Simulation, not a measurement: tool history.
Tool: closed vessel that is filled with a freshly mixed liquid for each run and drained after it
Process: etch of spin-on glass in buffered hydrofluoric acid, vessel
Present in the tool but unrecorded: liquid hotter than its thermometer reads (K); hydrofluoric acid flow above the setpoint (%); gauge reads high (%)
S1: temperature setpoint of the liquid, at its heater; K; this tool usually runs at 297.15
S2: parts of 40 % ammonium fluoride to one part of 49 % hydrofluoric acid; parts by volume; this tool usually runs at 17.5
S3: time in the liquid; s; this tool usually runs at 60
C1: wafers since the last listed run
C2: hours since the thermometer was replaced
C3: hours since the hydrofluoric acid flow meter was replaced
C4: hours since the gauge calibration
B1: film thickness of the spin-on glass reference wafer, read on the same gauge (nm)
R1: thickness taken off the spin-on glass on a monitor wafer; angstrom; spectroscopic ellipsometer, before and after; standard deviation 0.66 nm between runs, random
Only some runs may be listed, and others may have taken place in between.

{"run": 1, "hour": 0.0, "S1": 300.65, "S2": 17.5, "S3": 60, "C1": 0, "C2": 1959.4, "C3": 1206.2, "C4": 206.6, "B1": 40.0, "R1": 1792.4}
{"run": 2, "hour": 12.2, "S1": 300.65, "S2": 17.5, "S3": 60, "C1": 1436, "C2": 1971.6, "C3": 1218.4, "C4": 218.8, "B1": 39.97, "R1": 1804.4}
{"run": 3, "hour": 19.4, "S1": 297.15, "S2": 14.5, "S3": 60, "C1": 847, "C2": 1978.8, "C3": 1225.6, "C4": 226.0, "B1": 39.99, "R1": 1782.1}
{"run": 4, "hour": 29.3, "S1": 297.15, "S2": 17.5, "S3": 60, "C1": 1165, "C2": 1988.7, "C3": 1235.5, "C4": 235.9, "B1": 40.07, "R1": 1486.7}
{"run": 5, "hour": 42.4, "S1": 297.15, "S2": 17.5, "S3": 60, "C1": 1542, "C2": 2001.8, "C3": 1248.6, "C4": 249.0, "B1": 39.99, "R1": 1485.9}
{"run": 6, "hour": 54.8, "S1": 297.15, "S2": 17.5, "S3": 60, "C1": 1460, "C2": 2014.2, "C3": 1261.0, "C4": 261.4, "B1": 39.97, "R1": 1497.0}
{"run": 7, "hour": 68.7, "S1": 297.15, "S2": 17.5, "S3": 60, "C1": 1636, "C2": 2028.1, "C3": 1274.9, "C4": 275.3, "B1": 39.96, "R1": 1484.6}
{"run": 8, "hour": 85.5, "S1": 297.15, "S2": 17.5, "S3": 40, "C1": 1978, "C2": 2044.9, "C3": 1291.7, "C4": 292.1, "B1": 39.98, "R1": 1002.9}
{"hour": 103.5, "done": "hydrofluoric acid flow meter replaced"}
{"hour": 113.5, "done": "gauge calibrated"}
{"run": 9, "hour": 115.7, "S1": 297.15, "S2": 17.5, "S3": 40, "C1": 3438, "C2": 2075.1, "C3": 12.2, "C4": 2.2, "B1": 39.99, "R1": 886.7}
{"run": 10, "hour": 143.7, "S1": 297.15, "S2": 17.5, "S3": 40, "C1": 3297, "C2": 2103.1, "C3": 40.2, "C4": 30.2, "B1": 40.01, "R1": 891.2}
{"run": 11, "hour": 151.1, "S1": 301.15, "S2": 21.0, "S3": 90, "C1": 871, "C2": 2110.5, "C3": 47.6, "C4": 37.6, "B1": 40.03, "R1": 2093.3}
{"run": 12, "hour": 159.0, "S1": 300.65, "S2": 17.5, "S3": 60, "C1": 930, "C2": 2118.4, "C3": 55.5, "C4": 45.5, "B1": 40.03, "R1": 1615.7}
{"run": 13, "hour": 167.9, "S1": 298.65, "S2": 14.0, "S3": 60, "C1": 1048, "C2": 2127.3, "C3": 64.4, "C4": 54.4, "B1": 39.98, "R1": 1794.0}
{"run": 14, "hour": 181.3, "S1": 297.15, "S2": 24.5, "S3": 40, "C1": 1578, "C2": 2140.7, "C3": 77.8, "C4": 67.8, "B1": 39.98, "R1": 672.4}
{"hour": 183.2, "done": "thermometer replaced"}
{"run": 15, "hour": 194.4, "S1": 297.15, "S2": 14.5, "S3": 60, "C1": 1424, "C2": 11.2, "C3": 90.9, "C4": 80.9, "B1": 39.98, "R1": 1615.2}
{"run": 16, "hour": 204.4, "S1": 298.65, "S2": 14.5, "S3": 95, "C1": 1177, "C2": 21.2, "C3": 100.9, "C4": 90.9, "B1": 39.97, "R1": 2743.1}
{"run": 17, "hour": 214.8, "S1": 299.15, "S2": 17.5, "S3": 60, "C1": 1224, "C2": 31.6, "C3": 111.3, "C4": 101.3, "B1": 39.98, "R1": 1508.2}
{"run": 18, "hour": 230.9, "S1": 295.65, "S2": 17.5, "S3": 60, "C1": 1896, "C2": 47.7, "C3": 127.4, "C4": 117.4, "B1": 39.99, "R1": 1230.9}
{"run": 19, "hour": 246.3, "S1": 297.15, "S2": 24.5, "S3": 60, "C1": 1813, "C2": 63.1, "C3": 142.8, "C4": 132.8, "B1": 40.04, "R1": 1016.9}
{"run": 20, "hour": 257.8, "S1": 297.15, "S2": 17.5, "S3": 50, "C1": 1354, "C2": 74.6, "C3": 154.3, "C4": 144.3, "B1": 40.0, "R1": 1119.2}

A few steps of R1 between consecutive runs. Split each: what settings, incoming material and random variation would produce without the hidden state, and what is left over for the hidden state, along with gauge scatter present in only one of the two compared results (measured, and without hidden state):
Run 7 -> 8: S3 60 -> 40. R1 -481.7 angstrom: hidden state -57.9, all else -423.8.
Run 8 -> 9: hydrofluoric acid flow meter replaced, gauge calibrated. R1 -116.2 angstrom: hidden state -114.2, all else -2.0.
Run 10 -> 11: S1 297.15 -> 301.15, S2 17.5 -> 21.0, S3 40 -> 90. R1 +1202.1 angstrom: hidden state +9.2, all else +1192.9.
Run 16 -> 17: S1 298.65 -> 299.15, S2 14.5 -> 17.5, S3 95 -> 60. R1 -1234.9 angstrom: hidden state -23.4, all else -1211.5.
